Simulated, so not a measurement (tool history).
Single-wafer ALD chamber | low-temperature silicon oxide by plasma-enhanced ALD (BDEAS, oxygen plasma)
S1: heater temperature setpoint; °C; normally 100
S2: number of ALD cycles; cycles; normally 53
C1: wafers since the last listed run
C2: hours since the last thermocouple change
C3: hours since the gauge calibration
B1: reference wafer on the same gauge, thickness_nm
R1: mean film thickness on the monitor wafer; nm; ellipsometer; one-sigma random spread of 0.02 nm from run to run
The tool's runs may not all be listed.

Run 1, day 0: usual settings but S1 110 °C; C1 0; C2 1891.2; C3 256.9; B1 9.448. Result: R1 7.862 nm.
Run 2, day 0.483: usual settings but S2 51 cycles; C1 52; C2 1902.8; C3 268.5; B1 9.454. Result: R1 7.717 nm.
Run 3, day 0.746: usual settings but S2 51 cycles; C1 28; C2 1909.1; C3 274.8; B1 9.464. Result: R1 7.715 nm.
Run 4, day 1.45: usual settings but S2 58 cycles; C1 77; C2 1926; C3 291.7; B1 9.46. Result: R1 8.788 nm.
Run 5, day 2.146: usual settings but S1 106 °C; C1 76; C2 1942.7; C3 308.4; B1 9.473. Result: R1 7.95 nm.
Run 6, day 2.575: usual settings but S1 106 °C; C1 46; C2 1953; C3 318.7; B1 9.472. Result: R1 7.942 nm.
Run 7, day 2.925: usual settings but S1 106 °C; C1 38; C2 1961.4; C3 327.1; B1 9.473. Result: R1 7.894 nm.
Run 8, day 3.608: usual settings but S1 107 °C, S2 57 cycles; C1 74; C2 1977.8; C3 343.5; B1 9.492. Result: R1 8.553 nm.
Run 9, day 4.254: usual settings but S1 107 °C, S2 57 cycles; C1 70; C2 1993.3; C3 359; B1 9.498. Result: R1 8.578 nm.
Run 10, day 5.004: usual settings; C1 82; C2 2011.3; C3 377; B1 9.517. Result: R1 8.076 nm.
Run 11, day 5.271: usual settings; C1 29; C2 2017.7; C3 383.4; B1 9.505. Result: R1 8.056 nm.
Run 12, day 5.892: usual settings; C1 67; C2 2032.6; C3 398.3; B1 9.517. Result: R1 8.082 nm.
Run 13, day 6.638: usual settings but S1 104 °C, S2 58 cycles; C1 81; C2 2050.5; C3 416.2; B1 9.538. Result: R1 8.75 nm.
At day 7.192: gauge calibrated.
Run 14, day 7.267: usual settings but S1 104 °C, S2 58 cycles; C1 68; C2 2065.6; C3 1.8; B1 9.383. Result: R1 8.67 nm.
Run 15, day 7.929: usual settings; C1 72; C2 2081.5; C3 17.7; B1 9.371. Result: R1 7.969 nm.
Run 16, day 8.575: usual settings but S1 88 °C, S2 57 cycles; C1 70; C2 2097; C3 33.2; B1 9.379. Result: R1 8.967 nm.
Run 17, day 8.921: usual settings; C1 37; C2 2105.3; C3 41.5; B1 9.376. Result: R1 7.954 nm.
Run 18, day 9.579: usual settings but S1 90 °C, S2 46 cycles; C1 72; C2 2121.1; C3 57.3; B1 9.389. Result: R1 7.165 nm.
Run 19, day 10.096: usual settings but S1 90 °C, S2 46 cycles; C1 56; C2 2133.5; C3 69.7; B1 9.369. Result: R1 7.208 nm.
Run 20, day 10.838: usual settings but S1 111 °C, S2 43 cycles; C1 81; C2 2151.3; C3 87.5; B1 9.383. Result: R1 6.298 nm.
Run 21, day 11.567: usual settings; C1 79; C2 2168.8; C3 105; B1 9.384. Result: R1 7.969 nm.
Run 22, day 12.054: usual settings but S2 62 cycles; C1 53; C2 2180.5; C3 116.7; B1 9.39. Result: R1 9.316 nm.
Run 23, day 12.429: usual settings; C1 41; C2 2189.5; C3 125.7; B1 9.393. Result: R1 7.989 nm.
Run 24, day 12.983: usual settings but S1 106 °C, S2 46 cycles; C1 60; C2 2202.8; C3 139; B1 9.391. Result: R1 6.838 nm.
At day 13.912: thermocouple changed; heater temperature recalibrated.
Run 25, day 14.296: usual settings but S1 93 °C, S2 45 cycles; C1 107; C2 9.2; C3 170.5; B1 9.403. Result: R1 6.974 nm.
Run 26, day 14.971: usual settings but S2 59 cycles; C1 73; C2 25.4; C3 186.7; B1 9.403. Result: R1 8.868 nm.
Run 27, day 15.438: usual settings but S1 104 °C, S2 59 cycles; C1 51; C2 36.6; C3 197.9; B1 9.413. Result: R1 8.821 nm.
Run 28, day 17.062: usual settings but S1 106 °C, S2 58 cycles; C1 177; C2 75.6; C3 236.9; B1 9.416. Result: R1 8.6 nm.
Run 29, day 17.667: usual settings but S1 107 °C, S2 57 cycles; C1 66; C2 90.1; C3 251.4; B1 9.421. Result: R1 8.453 nm.
Run 30, day 18.342: usual settings but S1 93 °C; C1 73; C2 106.3; C3 267.6; B1 9.438. Result: R1 8.243 nm.

State the hidden condition of the tool at each of the runs:
wafer temperature above the value expected at the setpoint (K): 0 on each run
H1: gauge reads high (%)
run      H1
  1   0.884
  2   0.934
  3   0.962
  4    1.04
  5    1.12
  6    1.17
  7    1.22
  8    1.31
  9     1.4
 10     1.5
 11    1.54
 12    1.64
 13    1.76
 14  0.0691
 15  0.0717
 16  0.0781
 17  0.0831
 18  0.0958
 19   0.109
 20   0.131
 21   0.159
 22    0.18
 23   0.198
 24   0.226
 25   0.305
 26   0.352
 27   0.387
 28   0.525
 29   0.583
 30   0.651
